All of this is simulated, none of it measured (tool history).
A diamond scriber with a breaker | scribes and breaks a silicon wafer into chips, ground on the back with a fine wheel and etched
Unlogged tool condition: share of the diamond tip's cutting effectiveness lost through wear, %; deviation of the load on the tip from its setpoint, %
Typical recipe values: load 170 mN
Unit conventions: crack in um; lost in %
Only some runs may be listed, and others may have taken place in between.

| run | hour | load | wafers since the last listed run | hours since the diamond tip was replaced | hours since the load on the tip was calibrated | incoming depth of the damage left on the back of the incoming wafer, um | crack | lost |
|---|---|---|---|---|---|---|---|---|
| 1 | 0.0 | 151 | 0 | 254.4 | 310.0 | 0.49 | 10.88 | 3.82 |
| 2 | 53.7 | 151 | 293 | 308.1 | 363.7 | 0.53 | 11.31 | 4.05 |
| 3 | 128.5 | 134 | 408 | 382.9 | 438.5 | 0.50 | 9.94 | 9.60 |
| 4 | 181.6 | 134 | 289 | 436.0 | 491.6 | 0.31 | 9.99 | 9.69 |
| 5 | 237.6 | 134 | 305 | 492.0 | 547.6 | 0.46 | 10.18 | 10.37 |
| 6 | 280.8 | 170 | 235 | 535.2 | 590.8 | 0.51 | 11.44 | 1.83 |
| 7 | 335.8 | 170 | 300 | 590.2 | 645.8 | 0.73 | 11.68 | 2.05 |
|  | 368.6 | load on the tip recalibrated |
| 8 | 485.6 | 170 | 806 | 740.0 | 117.0 | 0.68 | 11.23 | 2.69 |
| 9 | 600.0 | 170 | 624 | 854.4 | 231.4 | 0.34 | 11.41 | 2.84 |
|  | 602.9 | diamond tip replaced by a new one |
| 10 | 696.0 | 170 | 512 | 93.1 | 327.4 | 0.71 | 10.61 | 6.45 |
| 11 | 743.1 | 170 | 257 | 140.2 | 374.5 | 0.46 | 10.21 | 6.19 |
| 12 | 832.0 | 170 | 485 | 229.1 | 463.4 | 0.76 | 10.42 | 6.87 |
| 13 | 910.5 | 170 | 428 | 307.6 | 541.9 | 0.47 | 10.35 | 8.18 |
| 14 | 1003.6 | 170 | 508 | 400.7 | 635.0 | 0.65 | 10.22 | 9.08 |
|  | 1045.3 | load on the tip recalibrated |
| 15 | 1055.8 | 170 | 273 | 452.9 | 10.5 | 0.63 | 10.07 | 9.81 |
| 16 | 1137.0 | 170 | 443 | 534.1 | 91.7 | 0.40 | 9.73 | 10.54 |
| 17 | 1188.7 | 170 | 282 | 585.8 | 143.4 | 0.57 | 10.01 | 10.83 |
| 18 | 1294.0 | 170 | 574 | 691.1 | 248.7 | 0.75 | 9.68 | 11.49 |
|  | 1301.4 | diamond tip replaced by a new one, repeated, since the last time left the tool worse |
| 19 | 1392.6 | 170 | 527 | 91.2 | 347.3 | 0.71 | 12.64 | 1.08 |
| 20 | 1493.0 | 170 | 547 | 191.6 | 447.7 | 0.61 | 12.18 | 1.17 |
| 21 | 1566.9 | 119 | 403 | 265.5 | 521.6 | 0.47 | 9.54 | 14.36 |
| 22 | 1614.7 | 217 | 260 | 313.3 | 569.4 | 0.68 | 14.56 | 3.95 |
| 23 | 1721.2 | 187 | 581 | 419.8 | 675.9 | 0.47 | 12.80 | 1.10 |
|  | 1757.1 | load on the tip recalibrated |
| 24 | 1758.6 | 185 | 193 | 457.2 | 1.5 | 0.51 | 12.95 | 1.04 |
| 25 | 1843.1 | 195 | 461 | 541.7 | 86.0 | 0.31 | 13.10 | 1.25 |
| 26 | 1884.2 | 170 | 224 | 582.8 | 127.1 | 0.46 | 11.74 | 1.70 |
| 27 | 1967.9 | 170 | 456 | 666.5 | 210.8 | 0.53 | 11.94 | 1.77 |
| 28 | 2015.9 | 133 | 261 | 714.5 | 258.8 | 0.68 | 9.84 | 11.91 |
|  | 2044.0 | diamond tip replaced by a new one |
| 29 | 2102.1 | 156 | 459 | 58.1 | 345.0 | 0.76 | 11.73 | 1.95 |
| 30 | 2195.6 | 170 | 510 | 151.6 | 438.5 | 0.32 | 12.39 | 1.17 |
| 31 | 2269.8 | 123 | 404 | 225.8 | 512.7 | 0.80 | 9.75 | 13.65 |
| 32 | 2360.1 | 212 | 492 | 316.1 | 603.0 | 0.50 | 14.05 | 3.04 |
| 33 | 2398.6 | 195 | 210 | 354.6 | 641.5 | 0.40 | 13.40 | 1.34 |
| 34 | 2435.7 | 220 | 202 | 391.7 | 678.6 | 0.48 | 14.28 | 3.91 |
|  | 2457.1 | load on the tip recalibrated |
| 35 | 2496.1 | 202 | 318 | 452.1 | 39.0 | 0.76 | 13.37 | 1.76 |
| 36 | 2576.0 | 138 | 435 | 532.0 | 118.9 | 0.69 | 10.69 | 8.81 |
| 37 | 2616.8 | 189 | 222 | 572.8 | 159.7 | 0.69 | 12.36 | 0.94 |

For run 38, what comes out?
| 38 | 2724.6 | 170 | 588 | 680.6 | 267.5 | 0.39 | ? | ? |

Run 38 produced crack 11.59 um, lost 2.20 %.
With no hidden state in the tool, this same run would have given crack 12.58 um, lost 1.03 %.
